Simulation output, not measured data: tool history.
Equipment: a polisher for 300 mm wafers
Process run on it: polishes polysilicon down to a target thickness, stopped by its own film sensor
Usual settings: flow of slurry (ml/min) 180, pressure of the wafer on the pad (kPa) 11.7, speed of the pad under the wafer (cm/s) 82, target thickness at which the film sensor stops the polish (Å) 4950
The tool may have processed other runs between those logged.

run	hour	flow of slurry (ml/min)	pressure of the wafer on the pad (kPa)	speed of the pad under the wafer (cm/s)	target thickness at which the film sensor stops the polish (Å)	wafers since the last listed run	wafers polished on this pad	hours since the slurry nozzle was cleaned	hours since the head pressure was calibrated	incoming thickness of the incoming film, nm	time until the film sensor stopped the polish (s)
1	0.0	180	11.7	68	4950	0	1791	568.4	548.7	771.1	58.4
2	21.0	180	11.7	82	4950	223	2014	589.4	569.7	779.3	50.1
# hour 46.1: slurry nozzle cleaned
3	47.6	180	11.7	82	4950	272	2287	1.5	596.3	767.8	48.0
# hour 54.4: worn pad replaced by a new one
4	69.9	180	11.7	82	4950	194	164	23.8	618.6	764.9	47.6
5	99.5	215	11.7	82	4950	314	479	53.4	648.2	773.4	45.7
6	115.4	180	11.7	82	4950	169	648	69.3	664.1	761.1	46.6
7	135.8	180	11.7	82	4950	217	865	89.7	684.5	764.7	47.0
8	152.0	180	11.7	82	4950	172	1037	105.9	700.7	767.9	47.1
9	185.1	160	11.7	82	4950	352	1390	139.0	733.8	776.6	50.1
10	218.1	180	11.7	82	4950	351	1741	172.0	766.8	757.5	44.5
11	247.8	180	15.2	98	4950	315	2057	201.7	796.5	778.8	31.4
12	271.6	180	15.2	98	4950	253	2310	225.5	820.3	779.9	31.6
13	294.2	180	15.2	98	4950	240	2550	248.1	842.9	782.3	30.6
# hour 304.0: worn pad replaced by a new one
14	314.3	180	11.7	92	4950	171	110	268.2	863.0	752.3	39.0
15	331.6	120	8.3	58	4950	184	294	285.5	880.3	768.8	100.6
16	348.5	240	10.3	106	5290	179	473	302.4	897.2	773.9	34.6
17	401.3	200	11.7	82	4060	561	1035	355.2	950.0	760.0	60.0
18	424.5	180	11.7	82	4950	246	1282	378.4	973.2	766.7	45.1
19	439.4	180	8.3	82	4950	158	1440	393.3	988.1	766.4	65.3
20	465.6	180	11.7	66	4950	278	1719	419.5	1014.3	770.7	57.7
21	499.8	150	11.7	82	5730	363	2083	453.7	1048.5	782.9	35.7
22	516.3	120	11.7	82	4950	175	2259	470.2	1065.0	782.6	52.3
23	544.5	180	11.7	82	5680	300	2559	498.4	1093.2	774.2	33.6
# hour 554.0: worn pad replaced by a new one
24	578.0	180	11.7	82	4950	313	255	531.9	1126.7	766.8	44.5
25	603.0	180	11.7	82	4950	265	521	556.9	1151.7	771.7	46.1

What does the tool deliver on the next run?
26	618.0	235	10.3	90	4700	159	681	571.9	1166.7	765.8	?

Run 26 yielded time until the film sensor stopped the polish (s) 48.3.
Were there no unlogged condition in the tool, this run, its random variation unchanged, would have produced time until the film sensor stopped the polish (s) 54.2.

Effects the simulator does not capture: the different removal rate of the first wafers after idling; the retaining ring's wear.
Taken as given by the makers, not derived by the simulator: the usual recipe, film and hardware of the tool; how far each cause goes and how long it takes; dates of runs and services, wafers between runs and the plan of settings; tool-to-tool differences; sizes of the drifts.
